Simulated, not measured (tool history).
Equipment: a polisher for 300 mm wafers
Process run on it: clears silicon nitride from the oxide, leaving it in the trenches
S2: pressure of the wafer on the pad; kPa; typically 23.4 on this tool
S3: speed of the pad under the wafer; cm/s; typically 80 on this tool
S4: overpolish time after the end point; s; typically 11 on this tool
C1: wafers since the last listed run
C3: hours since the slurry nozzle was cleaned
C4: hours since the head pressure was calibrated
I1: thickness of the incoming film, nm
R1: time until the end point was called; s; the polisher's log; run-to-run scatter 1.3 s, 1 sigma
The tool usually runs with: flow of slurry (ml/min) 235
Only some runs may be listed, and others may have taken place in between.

Run 1, hour 0: usual settings; C1 0; wafers polished on this pad 530; C3 140.1; C4 613.3; I1 96.9. Result: R1 121.3 s.
Run 2, hour 31.5: usual settings; C1 256; wafers polished on this pad 787; C3 171.6; C4 644.8; I1 96.7. Result: R1 122.3 s.
At hour 52.5: head pressure recalibrated.
At hour 71.6: slurry nozzle cleaned.
Run 3, hour 114.4: usual settings; C1 651; wafers polished on this pad 1438; C3 42.8; C4 61.9; I1 94.1. Result: R1 130.4 s.
Run 4, hour 143.8: usual settings; C1 239; wafers polished on this pad 1678; C3 72.2; C4 91.3; I1 93.8. Result: R1 127.2 s.
Run 5, hour 172.5: usual settings; C1 233; wafers polished on this pad 1912; C3 100.9; C4 120; I1 95.8. Result: R1 126 s.
Run 6, hour 187: usual settings; C1 118; wafers polished on this pad 2030; C3 115.4; C4 134.5; I1 95.4. Result: R1 128 s.
At hour 197.4: worn pad replaced by a new one.
Run 7, hour 220: usual settings; C1 236; wafers polished on this pad 184; C3 148.4; C4 167.5; I1 94.7. Result: R1 120.8 s.
Run 8, hour 243.3: usual settings; C1 189; wafers polished on this pad 374; C3 171.7; C4 190.8; I1 95.8. Result: R1 123.8 s.
Run 9, hour 269.8: usual settings; C1 216; wafers polished on this pad 590; C3 198.2; C4 217.3; I1 95.3. Result: R1 123.2 s.
Run 10, hour 284.6: usual settings; C1 120; wafers polished on this pad 710; C3 213; C4 232.1; I1 94. Result: R1 123.1 s.
At hour 328.8: slurry nozzle cleaned.
Run 11, hour 376.4: usual settings but S3 94 cm/s; C1 740; wafers polished on this pad 1450; C3 47.6; C4 323.9; I1 96. Result: R1 104.7 s.
Run 12, hour 407.9: usual settings but S3 94 cm/s; C1 256; wafers polished on this pad 1707; C3 79.1; C4 355.4; I1 96.2. Result: R1 105.2 s.
Run 13, hour 449.4: usual settings; C1 338; wafers polished on this pad 2045; C3 120.6; C4 396.9; I1 93.8. Result: R1 120.2 s.
At hour 459.6: worn pad replaced by a new one.
Run 14, hour 484.8: usual settings but S3 98 cm/s; C1 255; wafers polished on this pad 205; C3 156; C4 432.3; I1 95.8. Result: R1 96.5 s.
Run 15, hour 531.9: usual settings but S3 98 cm/s; C1 383; wafers polished on this pad 589; C3 203.1; C4 479.4; I1 94. Result: R1 95.7 s.
Run 16, hour 564: usual settings but S3 98 cm/s; C1 261; wafers polished on this pad 851; C3 235.2; C4 511.5; I1 94.2. Result: R1 96.9 s.
At hour 571.2: slurry nozzle cleaned.
Run 17, hour 582.2: usual settings; C1 140; wafers polished on this pad 991; C3 11; C4 529.7; I1 95.2. Result: R1 119.1 s.
Run 18, hour 614: usual settings; C1 259; wafers polished on this pad 1250; C3 42.8; C4 561.5; I1 94.6. Result: R1 119.5 s.
Run 19, hour 635.9: usual settings; C1 178; wafers polished on this pad 1429; C3 64.7; C4 583.4; I1 95.4. Result: R1 119.6 s.
Run 20, hour 661.3: usual settings but flow of slurry (ml/min) 280, S3 54 cm/s; C1 207; wafers polished on this pad 1636; C3 90.1; C4 608.8; I1 95.1. Result: R1 175.6 s.
At hour 679.6: head pressure recalibrated.
Run 21, hour 689.3: usual settings but S2 19.3 kPa, S4 8 s; C1 211; wafers polished on this pad 1848; C3 118.1; C4 9.7; I1 95.3. Result: R1 160.4 s.
At hour 696.6: worn pad replaced by a new one.
Run 22, hour 719.9: usual settings but S4 6 s; C1 216; wafers polished on this pad 190; C3 148.7; C4 40.3; I1 94. Result: R1 126.3 s.
Run 23, hour 755.6: usual settings but S2 25.5 kPa, S4 9 s; C1 291; wafers polished on this pad 481; C3 184.4; C4 76; I1 96.1. Result: R1 119.3 s.
Run 24, hour 772.5: usual settings but flow of slurry (ml/min) 195, S2 17.2 kPa, S3 58 cm/s; C1 137; wafers polished on this pad 618; C3 201.3; C4 92.9; I1 96.7. Result: R1 247.5 s.
Run 25, hour 806.8: usual settings but flow of slurry (ml/min) 215, S4 13 s; C1 279; wafers polished on this pad 898; C3 235.6; C4 127.2; I1 93.5. Result: R1 124.1 s.
At hour 828.8: slurry nozzle cleaned.
Run 26, hour 839.4: usual settings but S3 104 cm/s; C1 257; wafers polished on this pad 1156; C3 10.6; C4 159.8; I1 95. Result: R1 95.3 s.
Run 27, hour 870.8: usual settings; C1 255; wafers polished on this pad 1412; C3 42; C4 191.2; I1 94.8. Result: R1 125.5 s.
Run 28, hour 882.9: usual settings but flow of slurry (ml/min) 200, S2 28.3 kPa, S3 92 cm/s, S4 7 s; C1 98; wafers polished on this pad 1510; C3 54.1; C4 203.3; I1 94.4. Result: R1 90.8 s.
Run 29, hour 908.6: usual settings but S2 18.6 kPa, S3 54 cm/s, S4 4 s; C1 209; wafers polished on this pad 1720; C3 79.8; C4 229; I1 94.6. Result: R1 230.2 s.
At hour 915.2: worn pad replaced by a new one.
Run 30, hour 925.3: usual settings but flow of slurry (ml/min) 260; C1 103; wafers polished on this pad 82; C3 96.5; C4 245.7; I1 95.4. Result: R1 119.3 s.
Run 31, hour 943.3: usual settings but S3 92 cm/s; C1 146; wafers polished on this pad 229; C3 114.5; C4 263.7; I1 95.9. Result: R1 104.8 s.
Run 32, hour 962.9: usual settings but flow of slurry (ml/min) 315, S2 30.3 kPa, S3 72 cm/s; C1 159; wafers polished on this pad 389; C3 134.1; C4 283.3; I1 95. Result: R1 101.7 s.
Run 33, hour 990.4: usual settings but S2 28.3 kPa; C1 224; wafers polished on this pad 613; C3 161.6; C4 310.8; I1 95.5. Result: R1 99.2 s.
Run 34, hour 1020: usual settings but S3 68 cm/s; C1 241; wafers polished on this pad 854; C3 191.2; C4 340.4; I1 96.6. Result: R1 143 s.
Run 35, hour 1040.4: usual settings but flow of slurry (ml/min) 200, S2 28.3 kPa, S3 92 cm/s, S4 7 s; C1 166; wafers polished on this pad 1020; C3 211.6; C4 360.8; I1 95.9. Result: R1 88.8 s.
At hour 1061.4: slurry nozzle cleaned.
Run 36, hour 1065.5: usual settings but flow of slurry (ml/min) 305, S3 72 cm/s; C1 196; wafers polished on this pad 1217; C3 4.1; C4 385.9; I1 94.8. Result: R1 128.5 s.

For each run, what was the tool's unlogged condition?
slurry flow missing at the pad, %: 0, the same for each run
H1: removal rate lost through wear of the pad, %
H2: deviation of the head's pressure from its setpoint, %
run     H1    H2
  1   2.93  11.5
  2    3.6  11.6
  3   4.46   3.2
  4    4.6  4.43
  5    4.7  5.47
  6   4.73  5.95
  7   1.79  6.91
  8    2.7  7.51
  9   3.45  8.11
 10   3.77  8.42
 11    4.8   9.9
 12   4.95  10.3
 13   5.07  10.7
 14   1.65    11
 15   3.18  11.3
 16    3.8  11.5
 17   4.05  11.6
 18   4.37  11.7
 19   4.52  11.8
 20   4.65  11.9
 21   4.75  0.17
 22   1.54   1.8
 23   2.81  3.43
 24   3.24  4.11
 25   3.86  5.33
 26   4.24  6.32
 27   4.48  7.14
 28   4.55  7.42
 29   4.66  7.98
 30  0.633   8.3
 31   1.49  8.62
 32   2.21  8.94
 33   2.97  9.35
 34   3.52  9.73
 35    3.8  9.96
 36   4.05  10.2

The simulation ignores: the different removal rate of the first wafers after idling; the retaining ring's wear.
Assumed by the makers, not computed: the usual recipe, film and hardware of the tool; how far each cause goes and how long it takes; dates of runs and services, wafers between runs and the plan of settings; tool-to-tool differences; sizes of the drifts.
